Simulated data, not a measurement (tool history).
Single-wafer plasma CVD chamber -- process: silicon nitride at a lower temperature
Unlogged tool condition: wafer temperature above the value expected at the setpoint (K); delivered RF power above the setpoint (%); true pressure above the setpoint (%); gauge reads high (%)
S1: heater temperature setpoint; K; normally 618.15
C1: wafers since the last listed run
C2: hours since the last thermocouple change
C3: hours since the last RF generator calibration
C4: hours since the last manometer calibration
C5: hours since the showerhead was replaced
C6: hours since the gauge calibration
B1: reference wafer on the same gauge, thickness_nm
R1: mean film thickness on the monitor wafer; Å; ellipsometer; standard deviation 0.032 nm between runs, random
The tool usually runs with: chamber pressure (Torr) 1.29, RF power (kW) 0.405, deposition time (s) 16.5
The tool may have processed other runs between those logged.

Run 1, day 0.000: usual settings; C1 0; C2 1313.0; C3 1594.2; C4 2818.2; C5 4391.8; C6 351.4; B1 22.602. Result: R1 205.38 Å.
Run 2, day 1.429: usual settings; C1 508; C2 1347.3; C3 1628.5; C4 2852.5; C5 4426.1; C6 385.7; B1 22.609. Result: R1 204.91 Å.
Run 3, day 3.621: usual settings; C1 779; C2 1399.9; C3 1681.1; C4 2905.1; C5 4478.7; C6 438.3; B1 22.598. Result: R1 204.89 Å.
Run 4, day 4.629: usual settings but S1 613.15 K; C1 358; C2 1424.1; C3 1705.3; C4 2929.3; C5 4502.9; C6 462.5; B1 22.614. Result: R1 205.34 Å.
Run 5, day 11.808: usual settings but S1 607.15 K, RF power (kW) 0.350; C1 2552; C2 1596.4; C3 1877.6; C4 3101.6; C5 4675.2; C6 634.8; B1 22.603. Result: R1 185.19 Å.
At day 12.179: showerhead replaced.
At day 13.388: gauge calibrated.
At day 13.471: RF generator calibrated.
Run 6, day 13.492: usual settings but S1 607.15 K, RF power (kW) 0.350; C1 361; C2 1636.8; C3 0.5; C4 3142.0; C5 31.5; C6 2.5; B1 22.598. Result: R1 192.10 Å.
At day 14.129: capacitance manometer re-zeroed and calibrated.
Run 7, day 15.875: usual settings; C1 728; C2 1694.0; C3 57.7; C4 41.9; C5 88.7; C6 59.7; B1 22.594. Result: R1 215.58 Å.
At day 16.425: thermocouple changed; heater temperature recalibrated.
Run 8, day 16.892: usual settings; C1 242; C2 11.2; C3 82.1; C4 66.3; C5 113.1; C6 84.1; B1 22.597. Result: R1 215.48 Å.
Run 9, day 18.454: usual settings; C1 555; C2 48.7; C3 119.6; C4 103.8; C5 150.6; C6 121.6; B1 22.602. Result: R1 214.89 Å.

Expected results for the next run?
Run 10, day 20.975: usual settings but S1 614.15 K, chamber pressure (Torr) 1.10, RF power (kW) 0.360; C1 896; C2 109.2; C3 180.1; C4 164.3; C5 211.1; C6 182.1; B1 ?. Result: R1 ?.

{"run 10": {"B1": 22.587, "R1": 188.68}}
With no hidden state in the tool, this same run would have given R1 191.28 Å.
